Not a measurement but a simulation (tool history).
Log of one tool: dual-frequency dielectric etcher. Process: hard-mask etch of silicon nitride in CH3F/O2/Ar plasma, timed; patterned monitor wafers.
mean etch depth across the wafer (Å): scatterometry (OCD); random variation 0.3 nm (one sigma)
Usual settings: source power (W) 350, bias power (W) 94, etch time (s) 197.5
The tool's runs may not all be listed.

run,day,source power (W),bias power (W),etch time (s),"read-back reference wafer on the same gauge, depth_nm",mean etch depth across the wafer (Å)
1,0,420,94,197.5,171,1546
2,2.688,350,94,197.5,171,1472
3,4.971,350,94,197.5,171.1,1474
# day 7.908: wet clean of the chamber
4,7.929,350,94,197.5,171,1474
# day 8: gauge calibrated
5,10.025,350,94,197.5,170.9,1473
6,12.912,350,94,197.5,171,1475
7,15.825,350,94,197.5,171.1,1474
8,18.329,350,94,197.5,171.1,1474
9,24.967,280,72,197.5,170.9,1314
10,27.571,260,108,252.5,171.1,1818
# day 30.246: wet clean of the chamber
11,30.533,400,102,178.5,170.9,1413
# day 31.912: upper electrode replaced
12,34.142,350,94,182,171,1362
# day 34.346: bias power generator calibrated
13,36.483,300,77,218,171,1463
14,37.638,390,94,161.5,171,1215
# day 38.379: source power generator calibrated
15,38.812,350,94,197.5,170.8,1443
16,40.112,350,94,229,170.9,1667
17,42.346,350,94,197.5,170.9,1442
18,44.088,290,101,234,171.1,1651
19,45.788,350,94,197.5,171,1444
20,48.775,430,104,223.5,171,1767
# day 50.696: wet clean of the chamber
21,50.921,300,85,197.5,171.1,1355
# day 51.717: bias power generator calibrated, repeated, since the last time left the tool worse
22,53.754,320,94,181,170.9,1319
23,55.533,430,94,197.5,170.9,1549

Run 24 comes next. What will it give?
# day 55.8: gauge calibrated
24,57.6,270,78,251,?,?

Run 24 gave read-back reference wafer on the same gauge, depth_nm 171, mean etch depth across the wafer (Å) 1674.
Without the tool's hidden state the same run would have given mean etch depth across the wafer (Å) 1672.

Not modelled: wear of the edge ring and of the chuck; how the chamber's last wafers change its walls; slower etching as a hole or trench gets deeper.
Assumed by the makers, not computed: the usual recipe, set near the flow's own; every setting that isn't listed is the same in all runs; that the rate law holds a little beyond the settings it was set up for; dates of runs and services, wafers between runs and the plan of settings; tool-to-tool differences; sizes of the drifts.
